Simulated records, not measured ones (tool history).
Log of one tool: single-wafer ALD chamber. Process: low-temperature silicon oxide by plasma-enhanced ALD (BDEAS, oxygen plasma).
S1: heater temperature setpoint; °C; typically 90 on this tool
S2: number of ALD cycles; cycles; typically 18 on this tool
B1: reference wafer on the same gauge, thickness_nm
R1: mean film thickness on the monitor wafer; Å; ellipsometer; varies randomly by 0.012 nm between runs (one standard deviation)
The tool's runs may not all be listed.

run    hour   S1  S2     B1     R1
  1       0   90  18  2.147  26.81
  2    29.7   90  19  2.146  28.43
  3    54.5   90  19   2.15   28.4
  4   124.1   90  19  2.149     28
  5   170.4   90  18   2.15  26.78
  6   221.5   90  18  2.149  27.07
  7   292.7   90  18   2.15   26.9
  8   325.1   90  18  2.151  26.67
  9   370.4   90  18   2.15  26.71
      380.5  -- thermocouple changed; heater temperature recalibrated
      386.8  -- gauge calibrated
 10   561.7   90  15   2.15  21.95
 11   603.1   90  18   2.15  26.38
 12   651.9   77  16  2.148  24.72
 13   687.5   90  18  2.152  26.68
 14   746.6  104  16   2.15  22.45
 15   817.3  101  20  2.149  28.31
 16   874.3   80  18  2.152  27.63
 17   941.9  101  18  2.152  25.57
 18   991.8  102  17   2.15  23.95
 19  1024.9   98  17  2.149  24.44

Predict the results of run 20:
 20  1056.9  98  17   ?   ?

{"run 20": {"B1": 2.15, "R1": 24.59}}
On a tool with no hidden condition, and with the same random variation, this run would have come out at R1 24.06 Å.

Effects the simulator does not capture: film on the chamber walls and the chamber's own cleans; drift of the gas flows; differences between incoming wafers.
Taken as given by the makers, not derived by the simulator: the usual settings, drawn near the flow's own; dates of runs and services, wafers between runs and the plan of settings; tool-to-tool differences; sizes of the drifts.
